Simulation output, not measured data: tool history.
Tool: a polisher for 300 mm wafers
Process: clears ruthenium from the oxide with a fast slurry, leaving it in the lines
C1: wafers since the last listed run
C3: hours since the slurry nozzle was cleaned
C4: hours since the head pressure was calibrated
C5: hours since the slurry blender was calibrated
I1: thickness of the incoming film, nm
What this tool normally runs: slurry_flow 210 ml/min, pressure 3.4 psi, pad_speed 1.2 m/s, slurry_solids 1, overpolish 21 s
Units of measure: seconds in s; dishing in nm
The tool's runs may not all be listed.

run 1 hour=0 | slurry_flow=210 pressure=3.4 pad_speed=1.2 slurry_solids=1 overpolish=21 | C1=0 wafers_polished_on_this_pad=547 C3=528.4 C4=534.3 C5=142.1 | I1=158.2 | seconds=23.1 dishing=96.8
run 2 hour=11.9 | slurry_flow=210 pressure=3.4 pad_speed=1.2 slurry_solids=1 overpolish=21 | C1=130 wafers_polished_on_this_pad=678 C3=540.3 C4=546.2 C5=154 | I1=158.1 | seconds=23.5 dishing=93.5
-- hour=19.8 worn pad replaced by a new one
-- hour=27.5 slurry blender recalibrated
run 3 hour=27.8 | slurry_flow=210 pressure=3.4 pad_speed=1.2 slurry_solids=1 overpolish=21 | C1=108 wafers_polished_on_this_pad=65 C3=556.2 C4=562.1 C5=0.3 | I1=157.4 | seconds=23.5 dishing=95
run 4 hour=41.7 | slurry_flow=210 pressure=3.4 pad_speed=1.2 slurry_solids=1 overpolish=21 | C1=152 wafers_polished_on_this_pad=217 C3=570.1 C4=576 C5=14.2 | I1=161.7 | seconds=23.9 dishing=95
run 5 hour=54.7 | slurry_flow=210 pressure=3.4 pad_speed=1.2 slurry_solids=1 overpolish=21 | C1=142 wafers_polished_on_this_pad=360 C3=583.1 C4=589 C5=27.2 | I1=161.3 | seconds=23.9 dishing=97.7
run 6 hour=72.2 | slurry_flow=210 pressure=3.4 pad_speed=1.2 slurry_solids=1 overpolish=21 | C1=191 wafers_polished_on_this_pad=552 C3=600.6 C4=606.5 C5=44.7 | I1=161.4 | seconds=23.9 dishing=97.4
-- hour=81 worn pad replaced by a new one
run 7 hour=85.9 | slurry_flow=210 pressure=3.4 pad_speed=1.2 slurry_solids=1 overpolish=21 | C1=106 wafers_polished_on_this_pad=53 C3=614.3 C4=620.2 C5=58.4 | I1=159.5 | seconds=23.8 dishing=98.3
run 8 hour=92.8 | slurry_flow=210 pressure=3.4 pad_speed=1.38 slurry_solids=1 overpolish=25 | C1=75 wafers_polished_on_this_pad=129 C3=621.2 C4=627.1 C5=65.3 | I1=158.4 | seconds=21.5 dishing=118.8
run 9 hour=109.4 | slurry_flow=210 pressure=3.4 pad_speed=1.2 slurry_solids=1 overpolish=26 | C1=181 wafers_polished_on_this_pad=311 C3=637.8 C4=643.7 C5=81.9 | I1=158.9 | seconds=23.6 dishing=112.4
run 10 hour=121.3 | slurry_flow=210 pressure=3.4 pad_speed=1.2 slurry_solids=1 overpolish=26 | C1=130 wafers_polished_on_this_pad=441 C3=649.7 C4=655.6 C5=93.8 | I1=161.8 | seconds=24 dishing=114.5
run 11 hour=132.7 | slurry_flow=210 pressure=3.4 pad_speed=1.2 slurry_solids=1 overpolish=26 | C1=124 wafers_polished_on_this_pad=566 C3=661.1 C4=667 C5=105.2 | I1=161.5 | seconds=23.9 dishing=112.3
-- hour=145.6 worn pad replaced by a new one
run 12 hour=149.9 | slurry_flow=210 pressure=3.4 pad_speed=1.2 slurry_solids=1 overpolish=21 | C1=144 wafers_polished_on_this_pad=47 C3=678.3 C4=684.2 C5=122.4 | I1=162.4 | seconds=24.2 dishing=95.2
run 13 hour=159.2 | slurry_flow=210 pressure=4 pad_speed=1.2 slurry_solids=0.75 overpolish=21 | C1=101 wafers_polished_on_this_pad=149 C3=687.6 C4=693.5 C5=131.7 | I1=161 | seconds=24.3 dishing=97
run 14 hour=176.5 | slurry_flow=210 pressure=3.4 pad_speed=1 slurry_solids=1 overpolish=12 | C1=189 wafers_polished_on_this_pad=338 C3=704.9 C4=710.8 C5=149 | I1=159.4 | seconds=28 dishing=54
-- hour=186.7 slurry blender recalibrated
run 15 hour=187.2 | slurry_flow=260 pressure=3.4 pad_speed=1.54 slurry_solids=1 overpolish=15 | C1=95 wafers_polished_on_this_pad=434 C3=715.6 C4=721.5 C5=0.5 | I1=161 | seconds=19.3 dishing=92.4
-- hour=193.3 head pressure recalibrated
run 16 hour=193.8 | slurry_flow=210 pressure=3.4 pad_speed=0.84 slurry_solids=1 overpolish=21 | C1=50 wafers_polished_on_this_pad=484 C3=722.2 C4=0.5 C5=7.1 | I1=158.6 | seconds=31.5 dishing=78.3
run 17 hour=199.9 | slurry_flow=210 pressure=3.4 pad_speed=1.2 slurry_solids=1 overpolish=21 | C1=66 wafers_polished_on_this_pad=551 C3=728.3 C4=6.6 C5=13.2 | I1=158.4 | seconds=24.1 dishing=97.5
-- hour=207.2 worn pad replaced by a new one
run 18 hour=216.2 | slurry_flow=210 pressure=3.4 pad_speed=1.2 slurry_solids=1 overpolish=21 | C1=134 wafers_polished_on_this_pad=98 C3=744.6 C4=22.9 C5=29.5 | I1=162.2 | seconds=24.3 dishing=97.9
run 19 hour=227.4 | slurry_flow=210 pressure=3.4 pad_speed=1.2 slurry_solids=1 overpolish=21 | C1=122 wafers_polished_on_this_pad=221 C3=755.8 C4=34.1 C5=40.7 | I1=158.4 | seconds=23.2 dishing=95.7
-- hour=229.9 slurry nozzle cleaned
run 20 hour=242.9 | slurry_flow=210 pressure=3.4 pad_speed=0.98 slurry_solids=1 overpolish=21 | C1=158 wafers_polished_on_this_pad=380 C3=13 C4=49.6 C5=56.2 | I1=158 | seconds=27.8 dishing=85.1
run 21 hour=259.5 | slurry_flow=210 pressure=3.4 pad_speed=1.2 slurry_solids=1.2 overpolish=21 | C1=181 wafers_polished_on_this_pad=562 C3=29.6 C4=66.2 C5=72.8 | I1=157.3 | seconds=21.2 dishing=104.7
run 22 hour=266.1 | slurry_flow=210 pressure=3.4 pad_speed=1.2 slurry_solids=1.2 overpolish=21 | C1=72 wafers_polished_on_this_pad=634 C3=36.2 C4=72.8 C5=79.4 | I1=162.5 | seconds=22.2 dishing=106.9
-- hour=273 worn pad replaced by a new one
run 23 hour=282 | slurry_flow=210 pressure=3.4 pad_speed=1.2 slurry_solids=0.75 overpolish=21 | C1=130 wafers_polished_on_this_pad=99 C3=52.1 C4=88.7 C5=95.3 | I1=160 | seconds=28.8 dishing=82.8
run 24 hour=299.6 | slurry_flow=180 pressure=3.4 pad_speed=1.2 slurry_solids=1.2 overpolish=21 | C1=192 wafers_polished_on_this_pad=291 C3=69.7 C4=106.3 C5=112.9 | I1=158.9 | seconds=21.9 dishing=102.1

Hidden condition of the tool, last listed run before each entry between runs versus first listed run after:
Between runs 2 and 3: worn pad replaced by a new one (hour 19.8); slurry blender recalibrated (hour 27.5)
  no difference in the tool's unlogged condition between these two runs
Between runs 6 and 7: worn pad replaced by a new one (hour 81)
  no difference in the tool's unlogged condition between these two runs
Between runs 11 and 12: worn pad replaced by a new one (hour 145.6)
  no difference in the tool's unlogged condition between these two runs
Between runs 14 and 15: slurry blender recalibrated (hour 186.7)
  no difference in the tool's unlogged condition between these two runs
Between runs 15 and 16: head pressure recalibrated (hour 193.3)
  no difference in the tool's unlogged condition between these two runs
Between runs 17 and 18: worn pad replaced by a new one (hour 207.2)
  no difference in the tool's unlogged condition between these two runs
Between runs 19 and 20: slurry nozzle cleaned (hour 229.9)
  no difference in the tool's unlogged condition between these two runs
Between runs 22 and 23: worn pad replaced by a new one (hour 273)
  no difference in the tool's unlogged condition between these two runs

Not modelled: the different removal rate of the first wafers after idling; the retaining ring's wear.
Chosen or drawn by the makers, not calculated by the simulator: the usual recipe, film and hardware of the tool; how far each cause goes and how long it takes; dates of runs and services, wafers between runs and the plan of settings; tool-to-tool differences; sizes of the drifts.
